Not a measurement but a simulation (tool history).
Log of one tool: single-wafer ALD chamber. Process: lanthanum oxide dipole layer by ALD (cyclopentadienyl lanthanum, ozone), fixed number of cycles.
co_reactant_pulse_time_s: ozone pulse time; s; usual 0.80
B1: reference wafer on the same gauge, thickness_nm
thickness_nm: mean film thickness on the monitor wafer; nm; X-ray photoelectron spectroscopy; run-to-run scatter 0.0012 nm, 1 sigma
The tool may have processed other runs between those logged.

Run 1, day 0.000: usual settings; B1 0.529. Result: thickness_nm 0.489 nm.
Run 2, day 13.088: usual settings; B1 0.529. Result: thickness_nm 0.487 nm.
Run 3, day 17.200: usual settings; B1 0.529. Result: thickness_nm 0.484 nm.
Run 4, day 19.779: usual settings; B1 0.529. Result: thickness_nm 0.486 nm.
Run 5, day 23.158: usual settings; B1 0.529. Result: thickness_nm 0.484 nm.
Run 6, day 25.433: usual settings but co_reactant_pulse_time_s 0.92 s; B1 0.529. Result: thickness_nm 0.510 nm.
Run 7, day 29.671: usual settings but co_reactant_pulse_time_s 0.92 s; B1 0.529. Result: thickness_nm 0.512 nm.
Run 8, day 31.379: usual settings; B1 0.529. Result: thickness_nm 0.482 nm.
Run 9, day 34.771: usual settings; B1 0.529. Result: thickness_nm 0.482 nm.
Run 10, day 37.871: usual settings; B1 0.529. Result: thickness_nm 0.483 nm.
Run 11, day 41.317: usual settings but co_reactant_pulse_time_s 0.98 s; B1 0.529. Result: thickness_nm 0.521 nm.
At day 42.517: showerhead replaced.
Run 12, day 45.125: usual settings but co_reactant_pulse_time_s 0.98 s; B1 0.529. Result: thickness_nm 0.520 nm.
At day 47.842: thermocouple changed; heater temperature recalibrated.
At day 48.246: ozone generator serviced.
Run 13, day 48.633: usual settings but co_reactant_pulse_time_s 0.98 s; B1 0.529. Result: thickness_nm 0.527 nm.
Run 14, day 51.950: usual settings but co_reactant_pulse_time_s 0.68 s; B1 0.529. Result: thickness_nm 0.459 nm.
Run 15, day 55.900: usual settings; B1 0.529. Result: thickness_nm 0.486 nm.
At day 58.179: gauge calibrated.
Run 16, day 59.796: usual settings but co_reactant_pulse_time_s 1.03 s; B1 0.529. Result: thickness_nm 0.530 nm.
Run 17, day 61.833: usual settings but co_reactant_pulse_time_s 0.70 s; B1 0.529. Result: thickness_nm 0.458 nm.
Run 18, day 64.379: usual settings but co_reactant_pulse_time_s 1.08 s; B1 0.529. Result: thickness_nm 0.541 nm.
Run 19, day 66.004: usual settings but co_reactant_pulse_time_s 0.91 s; B1 0.529. Result: thickness_nm 0.510 nm.
Run 20, day 68.962: usual settings but co_reactant_pulse_time_s 1.05 s; B1 0.529. Result: thickness_nm 0.535 nm.
Run 21, day 71.358: usual settings but co_reactant_pulse_time_s 0.71 s; B1 0.529. Result: thickness_nm 0.463 nm.
Run 22, day 74.683: usual settings; B1 0.529. Result: thickness_nm 0.484 nm.
Run 23, day 78.512: usual settings but co_reactant_pulse_time_s 0.60 s; B1 0.529. Result: thickness_nm 0.424 nm.
Run 24, day 80.542: usual settings but co_reactant_pulse_time_s 0.57 s; B1 0.529. Result: thickness_nm 0.413 nm.
Run 25, day 84.096: usual settings but co_reactant_pulse_time_s 1.11 s; B1 0.529. Result: thickness_nm 0.543 nm.
Run 26, day 87.771: usual settings but co_reactant_pulse_time_s 0.49 s; B1 0.529. Result: thickness_nm 0.377 nm.
At day 90.829: ozone generator serviced.
Run 27, day 91.838: usual settings but co_reactant_pulse_time_s 0.53 s; B1 0.529. Result: thickness_nm 0.404 nm.
Run 28, day 100.358: usual settings but co_reactant_pulse_time_s 0.99 s; B1 0.529. Result: thickness_nm 0.527 nm.
Run 29, day 103.088: usual settings but co_reactant_pulse_time_s 0.52 s; B1 0.529. Result: thickness_nm 0.397 nm.
Run 30, day 106.896: usual settings but co_reactant_pulse_time_s 0.98 s; B1 0.529. Result: thickness_nm 0.519 nm.
Run 31, day 111.354: usual settings; B1 0.529. Result: thickness_nm 0.485 nm.
Run 32, day 115.550: usual settings but co_reactant_pulse_time_s 0.96 s; B1 0.529. Result: thickness_nm 0.517 nm.
Run 33, day 117.188: usual settings but co_reactant_pulse_time_s 0.64 s; B1 0.529. Result: thickness_nm 0.438 nm.
Run 34, day 120.117: usual settings but co_reactant_pulse_time_s 0.69 s; B1 0.529. Result: thickness_nm 0.451 nm.

Forecast each of these 4 alternatives for the next run:
Run A, day 120.133: usual settings; B1 ?. Result: thickness_nm ?.
Run B, day 120.133: usual settings but co_reactant_pulse_time_s 1.04 s; B1 ?. Result: thickness_nm ?.
Run C, day 120.133: usual settings but co_reactant_pulse_time_s 0.66 s; B1 ?. Result: thickness_nm ?.
Run D, day 120.133: usual settings but co_reactant_pulse_time_s 0.93 s; B1 ?. Result: thickness_nm ?.

run     B1  thickness_nm
  A  0.529         0.484
  B  0.529         0.532
  C  0.529         0.444
  D  0.529         0.512
Had the tool no hidden state, the same runs would have come out as:
run  thickness_nm
  A         0.492
  B         0.538
  C         0.453
  D         0.520

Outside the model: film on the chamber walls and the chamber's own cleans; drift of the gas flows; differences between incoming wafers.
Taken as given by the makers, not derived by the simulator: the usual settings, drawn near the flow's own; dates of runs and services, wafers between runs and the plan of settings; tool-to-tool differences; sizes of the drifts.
